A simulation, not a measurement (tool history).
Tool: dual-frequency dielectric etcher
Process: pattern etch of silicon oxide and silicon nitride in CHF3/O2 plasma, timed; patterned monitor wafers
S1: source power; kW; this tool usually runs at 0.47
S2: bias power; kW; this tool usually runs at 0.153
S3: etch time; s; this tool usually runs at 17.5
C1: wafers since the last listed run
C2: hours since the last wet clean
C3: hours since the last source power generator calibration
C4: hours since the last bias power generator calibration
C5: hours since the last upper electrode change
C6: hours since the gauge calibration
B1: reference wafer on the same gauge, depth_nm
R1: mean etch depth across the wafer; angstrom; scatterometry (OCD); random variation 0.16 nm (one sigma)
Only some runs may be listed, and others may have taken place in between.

{"run": 1, "day": 0.0, "S1": 0.47, "S2": 0.153, "S3": 17.5, "C1": 0, "C2": 313.4, "C3": 3649.2, "C4": 1760.6, "C5": 2695.3, "C6": 998.7, "B1": 23.46, "R1": 224.6}
{"day": 2.396, "done": "gauge calibrated"}
{"day": 2.992, "done": "wet clean of the chamber"}
{"run": 2, "day": 3.162, "S1": 0.47, "S2": 0.153, "S3": 17.5, "C1": 768, "C2": 4.1, "C3": 3725.1, "C4": 1836.5, "C5": 2771.2, "C6": 18.4, "B1": 23.49, "R1": 226.1}
{"run": 3, "day": 7.288, "S1": 0.47, "S2": 0.153, "S3": 19.5, "C1": 1465, "C2": 103.1, "C3": 3824.1, "C4": 1935.5, "C5": 2870.2, "C6": 117.4, "B1": 23.52, "R1": 253}
{"run": 4, "day": 9.092, "S1": 0.47, "S2": 0.153, "S3": 19.5, "C1": 641, "C2": 146.4, "C3": 3867.4, "C4": 1978.8, "C5": 2913.5, "C6": 160.7, "B1": 23.48, "R1": 253.4}
{"run": 5, "day": 12.896, "S1": 0.56, "S2": 0.153, "S3": 15.5, "C1": 1351, "C2": 237.7, "C3": 3958.7, "C4": 2070.1, "C5": 3004.8, "C6": 252, "B1": 23.46, "R1": 214.9}
{"run": 6, "day": 16.267, "S1": 0.56, "S2": 0.153, "S3": 15.5, "C1": 1197, "C2": 318.6, "C3": 4039.6, "C4": 2151, "C5": 3085.7, "C6": 332.9, "B1": 23.52, "R1": 212.1}
{"day": 19.55, "done": "bias power generator calibrated"}
{"run": 7, "day": 20.096, "S1": 0.56, "S2": 0.153, "S3": 15.5, "C1": 1301, "C2": 410.5, "C3": 4131.5, "C4": 13.1, "C5": 3177.6, "C6": 424.8, "B1": 23.43, "R1": 209.8}
{"day": 22.083, "done": "wet clean of the chamber"}
{"run": 8, "day": 26.725, "S1": 0.47, "S2": 0.153, "S3": 17.5, "C1": 2000, "C2": 111.4, "C3": 4290.6, "C4": 172.2, "C5": 3336.7, "C6": 583.9, "B1": 23.5, "R1": 225}
{"run": 9, "day": 30.65, "S1": 0.47, "S2": 0.153, "S3": 17.5, "C1": 1394, "C2": 205.6, "C3": 4384.8, "C4": 266.4, "C5": 3430.9, "C6": 678.1, "B1": 23.49, "R1": 226.3}
{"run": 10, "day": 32.233, "S1": 0.47, "S2": 0.153, "S3": 17.5, "C1": 562, "C2": 243.6, "C3": 4422.8, "C4": 304.4, "C5": 3468.9, "C6": 716.1, "B1": 23.46, "R1": 227.1}
{"day": 34.246, "done": "source power generator calibrated"}
{"run": 11, "day": 36.325, "S1": 0.4, "S2": 0.134, "S3": 19.5, "C1": 1394, "C2": 341.8, "C3": 49.9, "C4": 402.6, "C5": 3567.1, "C6": 814.3, "B1": 23.51, "R1": 224.3}
{"day": 41.288, "done": "upper electrode replaced"}
{"run": 12, "day": 41.308, "S1": 0.47, "S2": 0.153, "S3": 17.5, "C1": 1415, "C2": 461.4, "C3": 169.5, "C4": 522.2, "C5": 0.5, "C6": 933.9, "B1": 23.54, "R1": 223.4}
{"day": 42.579, "done": "wet clean of the chamber"}
{"run": 13, "day": 43.475, "S1": 0.4, "S2": 0.153, "S3": 22, "C1": 414, "C2": 21.5, "C3": 221.5, "C4": 574.2, "C5": 52.5, "C6": 985.9, "B1": 23.57, "R1": 269.1}
{"run": 14, "day": 45.467, "S1": 0.5, "S2": 0.153, "S3": 19, "C1": 707, "C2": 69.3, "C3": 269.3, "C4": 622, "C5": 100.3, "C6": 1033.7, "B1": 23.51, "R1": 252.2}
{"run": 15, "day": 47.475, "S1": 0.35, "S2": 0.179, "S3": 21, "C1": 713, "C2": 117.5, "C3": 317.5, "C4": 670.2, "C5": 148.5, "C6": 1081.9, "B1": 23.53, "R1": 260.4}
{"run": 16, "day": 49.179, "S1": 0.47, "S2": 0.153, "S3": 17.5, "C1": 605, "C2": 158.4, "C3": 358.4, "C4": 711.1, "C5": 189.4, "C6": 1122.8, "B1": 23.48, "R1": 223.7}
{"day": 49.596, "done": "gauge calibrated"}
{"run": 17, "day": 52.258, "S1": 0.37, "S2": 0.122, "S3": 17.5, "C1": 1094, "C2": 232.3, "C3": 432.3, "C4": 785, "C5": 263.3, "C6": 63.9, "B1": 23.42, "R1": 189.4}
{"run": 18, "day": 56.404, "S1": 0.36, "S2": 0.153, "S3": 17.5, "C1": 1473, "C2": 331.8, "C3": 531.8, "C4": 884.5, "C5": 362.8, "C6": 163.4, "B1": 23.51, "R1": 207.2}
{"run": 19, "day": 59.392, "S1": 0.58, "S2": 0.167, "S3": 21.5, "C1": 1061, "C2": 403.5, "C3": 603.5, "C4": 956.2, "C5": 434.5, "C6": 235.1, "B1": 23.49, "R1": 312.2}
{"day": 60.983, "done": "wet clean of the chamber"}
{"run": 20, "day": 62.417, "S1": 0.54, "S2": 0.153, "S3": 16, "C1": 719, "C2": 34.4, "C3": 676.1, "C4": 1028.8, "C5": 507.1, "C6": 307.7, "B1": 23.52, "R1": 216}
{"run": 21, "day": 64.275, "S1": 0.47, "S2": 0.153, "S3": 13, "C1": 660, "C2": 79, "C3": 720.7, "C4": 1073.4, "C5": 551.7, "C6": 352.3, "B1": 23.5, "R1": 167.9}

Hidden condition of the tool, last listed run before each entry between runs versus first listed run after:
Between runs 1 and 2: gauge calibrated (day 2.396); wet clean of the chamber (day 2.992)
  both runs share identical hidden conditions
Between runs 6 and 7: bias power generator calibrated (day 19.55)
  both runs share identical hidden conditions
Between runs 7 and 8: wet clean of the chamber (day 22.083)
  both runs share identical hidden conditions
Between runs 10 and 11: source power generator calibrated (day 34.246)
  both runs share identical hidden conditions
Between runs 11 and 12: upper electrode replaced (day 41.288)
  both runs share identical hidden conditions
Between runs 12 and 13: wet clean of the chamber (day 42.579)
  both runs share identical hidden conditions
Between runs 16 and 17: gauge calibrated (day 49.596)
  both runs share identical hidden conditions
Between runs 19 and 20: wet clean of the chamber (day 60.983)
  both runs share identical hidden conditions

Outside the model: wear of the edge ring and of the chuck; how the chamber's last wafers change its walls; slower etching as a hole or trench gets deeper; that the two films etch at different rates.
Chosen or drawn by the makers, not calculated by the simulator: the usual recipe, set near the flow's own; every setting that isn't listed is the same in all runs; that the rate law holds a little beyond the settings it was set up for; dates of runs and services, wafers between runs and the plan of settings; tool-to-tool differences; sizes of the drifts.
